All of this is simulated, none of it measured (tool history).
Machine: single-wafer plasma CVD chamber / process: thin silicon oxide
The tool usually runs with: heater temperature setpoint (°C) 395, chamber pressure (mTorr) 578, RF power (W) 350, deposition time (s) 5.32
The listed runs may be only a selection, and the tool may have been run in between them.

run     day  heater temperature setpoint (°C)  chamber pressure (mTorr)  RF power (W)  deposition time (s)  wafers since the last listed run  hours since the last thermocouple change  hours since the last RF generator calibration  hours since the last manometer calibration  hours since the showerhead was replaced  hours since the gauge calibration  read-back reference wafer on the same gauge, thickness_nm  mean film thickness on the monitor wafer (Å)
  1   0.000                               395                       578           350                 5.32                                 0                                    2528.5                                          779.4                                      1359.0                                   6592.5                              239.6                                                      6.166                                         73.31
  2   1.329                               395                       578           350                 5.32                              1498                                    2560.4                                          811.3                                      1390.9                                   6624.4                              271.5                                                      6.178                                         73.83
  3   2.346                               400                       578           350                 5.32                              1145                                    2584.8                                          835.7                                      1415.3                                   6648.8                              295.9                                                      6.191                                         72.94
  4   3.154                               400                       578           350                 5.32                               911                                    2604.2                                          855.1                                      1434.7                                   6668.2                              315.3                                                      6.179                                         73.68
  5   4.150                               395                       661           350                 5.32                              1122                                    2628.1                                          879.0                                      1458.6                                   6692.1                              339.2                                                      6.188                                         83.89
  6   5.500                               395                       661           350                 5.32                              1521                                    2660.5                                          911.4                                      1491.0                                   6724.5                              371.6                                                      6.210                                         84.21
  7   6.521                               395                       578           350                 5.32                              1150                                    2685.0                                          935.9                                      1515.5                                   6749.0                              396.1                                                      6.215                                         74.04
      7.146  -- RF generator calibrated
  8   7.167                               395                       512           350                 4.47                               352                                    2700.5                                            0.5                                      1531.0                                   6764.5                              411.6                                                      6.212                                         54.73
      8.433  -- showerhead replaced
      8.742  -- thermocouple changed; heater temperature recalibrated
  9  11.133                               395                       512           350                 4.47                              3749                                      57.4                                           95.7                                      1626.2                                     64.8                              506.8                                                      6.264                                         55.27
 10  11.708                               395                       578           350                 5.32                               648                                      71.2                                          109.5                                      1640.0                                     78.6                              520.6                                                      6.265                                         74.82
 11  12.979                               395                       578           350                 6.09                              1432                                     101.7                                          140.0                                      1670.5                                    109.1                              551.1                                                      6.270                                         85.07
     14.142  -- gauge calibrated
 12  14.308                               395                       578           350                 6.09                              1498                                     133.6                                          171.9                                      1702.4                                    141.0                                4.0                                                      6.141                                         83.93
 13  15.121                               395                       578           395                 5.32                               915                                     153.1                                          191.4                                      1721.9                                    160.5                               23.5                                                      6.142                                         78.29
 14  15.938                               395                       464           350                 5.32                               920                                     172.7                                          211.0                                      1741.5                                    180.1                               43.1                                                      6.131                                         58.77
 15  16.846                               395                       663           375                 6.26                              1023                                     194.5                                          232.8                                      1763.3                                    201.9                               64.9                                                      6.136                                        101.77
 16  17.900                               395                       578           350                 5.32                              1188                                     219.8                                          258.1                                      1788.6                                    227.2                               90.2                                                      6.141                                         72.58
 17  19.346                               395                       578           350                 5.32                              1629                                     254.5                                          292.8                                      1823.3                                    261.9                              124.9                                                      6.131                                         73.39
 18  20.446                               395                       578           350                 5.32                              1239                                     280.9                                          319.2                                      1849.7                                    288.3                              151.3                                                      6.140                                         73.31
     21.900  -- capacitance manometer re-zeroed and calibrated
 19  21.921                               400                       721           375                 4.69                              1286                                     316.3                                          354.6                                         0.5                                    323.7                              186.7                                                      6.148                                         83.20
 20  22.775                               395                       578           330                 6.24                               962                                     336.8                                          375.1                                        21.0                                    344.2                              207.2                                                      6.161                                         82.02
 21  23.308                               385                       512           285                 5.65                               601                                     349.6                                          387.9                                        33.8                                    357.0                              220.0                                                      6.156                                         59.07
 22  23.975                               381                       440           320                 4.47                               751                                     365.6                                          403.9                                        49.8                                    373.0                              236.0                                                      6.157                                         44.16
 23  25.233                               395                       448           350                 5.32                              1418                                     395.8                                          434.1                                        80.0                                    403.2                              266.2                                                      6.162                                         56.35
 24  26.700                               400                       578           350                 6.36                              1653                                     431.0                                          469.3                                       115.2                                    438.4                              301.4                                                      6.179                                         87.61
 25  27.692                               389                       578           350                 5.32                              1117                                     454.8                                          493.1                                       139.0                                    462.2                              325.2                                                      6.177                                         73.70
 26  29.025                               383                       654           350                 5.32                              1502                                     486.8                                          525.1                                       171.0                                    494.2                              357.2                                                      6.186                                         83.90
 27  30.488                               395                       578           350                 5.32                              1648                                     521.9                                          560.2                                       206.1                                    529.3                              392.3                                                      6.205                                         73.46
 28  31.117                               395                       578           350                 5.32                               709                                     537.0                                          575.3                                       221.2                                    544.4                              407.4                                                      6.211                                         73.96

Exercise: give the hidden state of the tool at every run:
wafer temperature above the value expected at the setpoint (K): 0 across all the runs
delivered RF power above the setpoint (%): 0 across all the runs
true pressure above the setpoint (%): 0 across all the runs
H1: gauge reads high (%)
run       H1
  1    0.504
  2    0.617
  3    0.713
  4    0.795
  5    0.903
  6     1.06
  7     1.19
  8     1.28
  9     1.88
 10     1.98
 11     2.21
 12  -0.0243
 13  -0.0206
 14  -0.0116
 15  0.00474
 16   0.0319
 17   0.0835
 18    0.134
 19    0.217
 20    0.273
 21     0.31
 22    0.361
 23    0.466
 24    0.604
 25    0.707
 26    0.858
 27     1.04
 28     1.12
